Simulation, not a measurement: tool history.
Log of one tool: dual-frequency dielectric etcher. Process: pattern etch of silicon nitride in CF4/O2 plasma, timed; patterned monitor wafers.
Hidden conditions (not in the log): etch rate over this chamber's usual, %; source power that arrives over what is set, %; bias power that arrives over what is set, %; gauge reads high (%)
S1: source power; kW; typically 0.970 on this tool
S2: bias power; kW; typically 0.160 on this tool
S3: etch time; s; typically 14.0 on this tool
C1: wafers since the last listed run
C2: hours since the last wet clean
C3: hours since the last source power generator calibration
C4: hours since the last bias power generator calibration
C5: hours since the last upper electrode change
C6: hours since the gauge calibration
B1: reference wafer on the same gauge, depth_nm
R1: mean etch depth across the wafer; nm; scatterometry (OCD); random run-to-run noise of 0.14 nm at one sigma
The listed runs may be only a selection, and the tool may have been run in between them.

| run | hour | S1 | S2 | S3 | C1 | C2 | C3 | C4 | C5 | C6 | B1 | R1 |
|---|---|---|---|---|---|---|---|---|---|---|---|---|
| 1 | 0.0 | 0.970 | 0.160 | 14.0 | 0 | 251.3 | 920.9 | 3126.0 | 2152.1 | 794.3 | 36.99 | 45.07 |
| 2 | 33.8 | 0.970 | 0.160 | 14.0 | 368 | 285.1 | 954.7 | 3159.8 | 2185.9 | 828.1 | 37.02 | 45.08 |
| 3 | 75.4 | 0.970 | 0.160 | 14.0 | 453 | 326.7 | 996.3 | 3201.4 | 2227.5 | 869.7 | 36.99 | 45.10 |
| 4 | 146.4 | 0.970 | 0.160 | 14.0 | 774 | 397.7 | 1067.3 | 3272.4 | 2298.5 | 940.7 | 37.00 | 45.18 |
| 5 | 181.8 | 0.790 | 0.160 | 14.0 | 385 | 433.1 | 1102.7 | 3307.8 | 2333.9 | 976.1 | 37.03 | 37.59 |
| 6 | 233.8 | 0.790 | 0.160 | 14.0 | 566 | 485.1 | 1154.7 | 3359.8 | 2385.9 | 1028.1 | 37.01 | 37.73 |
| 7 | 286.5 | 0.970 | 0.160 | 14.0 | 574 | 537.8 | 1207.4 | 3412.5 | 2438.6 | 1080.8 | 37.00 | 45.21 |
| 8 | 337.6 | 0.970 | 0.160 | 14.0 | 557 | 588.9 | 1258.5 | 3463.6 | 2489.7 | 1131.9 | 36.98 | 45.68 |
| 9 | 371.0 | 1.130 | 0.160 | 14.0 | 364 | 622.3 | 1291.9 | 3497.0 | 2523.1 | 1165.3 | 37.00 | 52.05 |
| 10 | 399.2 | 1.130 | 0.160 | 14.0 | 307 | 650.5 | 1320.1 | 3525.2 | 2551.3 | 1193.5 | 37.02 | 52.29 |
|  | 431.0 | wet clean of the chamber |
|  | 464.7 | upper electrode replaced, of another model than before |
| 11 | 465.2 | 0.970 | 0.160 | 14.0 | 196 | 34.2 | 1386.1 | 3591.2 | 0.5 | 1259.5 | 36.98 | 45.32 |
| 12 | 495.9 | 0.970 | 0.160 | 14.0 | 334 | 64.9 | 1416.8 | 3621.9 | 31.2 | 1290.2 | 37.01 | 44.96 |
| 13 | 530.3 | 0.970 | 0.160 | 14.0 | 375 | 99.3 | 1451.2 | 3656.3 | 65.6 | 1324.6 | 36.98 | 45.33 |
|  | 586.7 | gauge calibrated |
| 14 | 592.4 | 0.970 | 0.160 | 14.0 | 677 | 161.4 | 1513.3 | 3718.4 | 127.7 | 5.7 | 37.00 | 45.33 |
| 15 | 628.8 | 0.970 | 0.160 | 14.0 | 396 | 197.8 | 1549.7 | 3754.8 | 164.1 | 42.1 | 37.02 | 45.18 |
|  | 659.0 | bias power generator calibrated |
| 16 | 688.4 | 0.880 | 0.181 | 11.5 | 606 | 257.4 | 1609.3 | 29.4 | 223.7 | 101.7 | 37.00 | 36.95 |
| 17 | 715.0 | 1.050 | 0.174 | 14.0 | 289 | 284.0 | 1635.9 | 56.0 | 250.3 | 128.3 | 36.99 | 49.00 |
| 18 | 786.6 | 0.970 | 0.160 | 14.0 | 780 | 355.6 | 1707.5 | 127.6 | 321.9 | 199.9 | 36.99 | 45.56 |
| 19 | 823.3 | 1.180 | 0.194 | 11.5 | 400 | 392.3 | 1744.2 | 164.3 | 358.6 | 236.6 | 36.99 | 45.04 |
| 20 | 866.1 | 0.750 | 0.130 | 12.0 | 466 | 435.1 | 1787.0 | 207.1 | 401.4 | 279.4 | 37.01 | 31.66 |
| 21 | 914.4 | 0.970 | 0.144 | 16.5 | 526 | 483.4 | 1835.3 | 255.4 | 449.7 | 327.7 | 37.00 | 52.07 |
| 22 | 975.6 | 1.160 | 0.128 | 18.0 | 667 | 544.6 | 1896.5 | 316.6 | 510.9 | 388.9 | 36.98 | 60.96 |
|  | 997.7 | source power generator calibrated |
|  | 1052.8 | wet clean of the chamber |
| 23 | 1053.3 | 0.970 | 0.160 | 11.0 | 541 | 0.5 | 55.6 | 394.3 | 588.6 | 466.6 | 37.00 | 35.00 |
| 24 | 1104.7 | 0.760 | 0.160 | 16.5 | 560 | 51.9 | 107.0 | 445.7 | 640.0 | 518.0 | 37.01 | 46.09 |
| 25 | 1170.3 | 1.200 | 0.160 | 17.0 | 715 | 117.5 | 172.6 | 511.3 | 705.6 | 583.6 | 37.00 | 61.88 |
| 26 | 1230.3 | 0.760 | 0.140 | 17.5 | 654 | 177.5 | 232.6 | 571.3 | 765.6 | 643.6 | 37.01 | 46.83 |
| 27 | 1272.8 | 0.760 | 0.160 | 16.5 | 463 | 220.0 | 275.1 | 613.8 | 808.1 | 686.1 | 37.01 | 46.03 |
| 28 | 1334.8 | 0.970 | 0.160 | 14.0 | 675 | 282.0 | 337.1 | 675.8 | 870.1 | 748.1 | 36.97 | 44.37 |

Give the tool's hidden conditions for every run:
etch rate over this chamber's usual, %: 0 in every run
bias power that arrives over what is set, %: 0 in every run
gauge reads high (%): 0 in every run
H1: source power that arrives over what is set, %
| run | H1 |
|---|---|
| 1 | 1.19 |
| 2 | 1.26 |
| 3 | 1.36 |
| 4 | 1.53 |
| 5 | 1.61 |
| 6 | 1.75 |
| 7 | 1.89 |
| 8 | 2.04 |
| 9 | 2.14 |
| 10 | 2.22 |
| 11 | 2.43 |
| 12 | 2.53 |
| 13 | 2.64 |
| 14 | 2.86 |
| 15 | 2.99 |
| 16 | 3.2 |
| 17 | 3.3 |
| 18 | 3.58 |
| 19 | 3.73 |
| 20 | 3.9 |
| 21 | 4.1 |
| 22 | 4.37 |
| 23 | -0.0291 |
| 24 | -0.0194 |
| 25 | 0.00181 |
| 26 | 0.0299 |
| 27 | 0.0549 |
| 28 | 0.0987 |
